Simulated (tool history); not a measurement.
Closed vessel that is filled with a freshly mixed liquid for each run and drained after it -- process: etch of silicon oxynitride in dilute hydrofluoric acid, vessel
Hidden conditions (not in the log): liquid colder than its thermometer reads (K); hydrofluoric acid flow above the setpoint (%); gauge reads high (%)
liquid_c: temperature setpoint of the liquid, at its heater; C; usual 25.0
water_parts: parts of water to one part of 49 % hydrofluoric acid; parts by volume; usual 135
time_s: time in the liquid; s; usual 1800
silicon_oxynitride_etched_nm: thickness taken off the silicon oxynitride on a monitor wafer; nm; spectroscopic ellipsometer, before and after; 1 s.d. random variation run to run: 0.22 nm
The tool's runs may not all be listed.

run     day  liquid_c  water_parts  time_s  wafers since the last listed run  hours since the thermometer was replaced  hours since the hydrofluoric acid flow meter was replaced  hours since the gauge calibration  read-back film thickness of the silicon oxynitride reference wafer, read on the same gauge (nm)  silicon_oxynitride_etched_nm
  1   0.000      25.0          135    1335                                 0                                     459.4                                                      943.5                              617.3                                                                                           120.00                         24.49
  2   2.167      25.0          135    1335                              1439                                     511.4                                                      995.5                              669.3                                                                                           120.00                         24.28
  3   4.342      25.0          135    2495                              1444                                     563.6                                                     1047.7                              721.5                                                                                           120.01                         46.13
  4   6.608      25.0          135    2495                              1505                                     618.0                                                     1102.1                              775.9                                                                                           119.94                         46.22
  5   7.854      25.0          135    2495                               827                                     647.9                                                     1132.0                              805.8                                                                                           120.01                         46.45
  6  10.112      25.0          135    1800                              1500                                     702.1                                                     1186.2                              860.0                                                                                           120.02                         33.84
     11.692  -- thermometer replaced
  7  12.567      22.0          135    1540                              1602                                      21.0                                                     1245.1                              918.9                                                                                           119.98                         25.11
  8  14.662      25.0          135    1800                              1392                                      71.3                                                     1295.4                              969.2                                                                                           120.00                         33.64
  9  15.846      25.0          135    1800                               786                                      99.7                                                     1323.8                              997.6                                                                                           120.04                         34.20
 10  17.062      25.0          135    1800                               808                                     128.9                                                     1353.0                             1026.8                                                                                           119.99                         34.06
 11  19.533      28.5          135    1800                              1641                                     188.2                                                     1412.3                             1086.1                                                                                           119.99                         40.20
 12  21.692      28.5          135    1800                              1433                                     240.0                                                     1464.1                             1137.9                                                                                           120.01                         40.16
 13  23.312      28.5          135    1800                              1076                                     278.9                                                     1503.0                             1176.8                                                                                           120.01                         40.62
     24.992  -- hydrofluoric acid flow meter replaced
 14  25.125      25.0          135    1800                              1176                                     322.4                                                        3.2                             1220.3                                                                                           120.01                         30.77
 15  31.462      25.0          135    1115                              4209                                     474.5                                                      155.3                             1372.4                                                                                           120.01                         19.64
 16  34.188      20.5           85    1800                              1810                                     539.9                                                      220.7                             1437.8                                                                                           119.98                         42.09
     36.092  -- gauge calibrated
 17  36.308      25.0          135    1800                              1408                                     590.8                                                      271.6                                5.2                                                                                           120.03                         31.59
 18  38.521      22.0          135    1540                              1469                                     643.9                                                      324.7                               58.3                                                                                           120.00                         23.40
 19  41.479      20.5           85     725                              1965                                     714.9                                                      395.7                              129.3                                                                                           120.00                         17.14
     45.567  -- thermometer replaced
 20  46.879      23.0           80    2285                              3559                                      31.5                                                      525.3                              258.9                                                                                           119.98                         64.80
 21  49.529      25.0          135    1800                              1760                                      95.1                                                      588.9                              322.5                                                                                           120.01                         32.24
 22  51.679      25.0          135    1800                              1428                                     146.7                                                      640.5                              374.1                                                                                           119.98                         32.44
 23  54.208      21.5          135    1800                              1680                                     207.4                                                      701.2                              434.8                                                                                           120.06                         27.70
 24  56.804      23.0          115    1800                              1724                                     269.7                                                      763.5                              497.1                                                                                           120.00                         35.43
 25  57.979      25.0          135    1800                               780                                     297.9                                                      791.7                              525.3                                                                                           119.96                         32.46
 26  59.867      28.5           95    2660                              1253                                     343.2                                                      837.0                              570.6                                                                                           119.99                         84.47
 27  62.488      25.0          135    2770                              1740                                     406.1                                                      899.9                              633.5                                                                                           120.01                         50.72

What will run 28 give?
 28  64.821      25.0          135    1800                              1549                                     462.1                                                      955.9                              689.5                                                                                                ?                             ?

Run 28 measured read-back film thickness of the silicon oxynitride reference wafer, read on the same gauge (nm) 119.96, silicon_oxynitride_etched_nm 33.56 nm.
With no hidden state in the tool, this same run would have given silicon_oxynitride_etched_nm 31.42 nm.
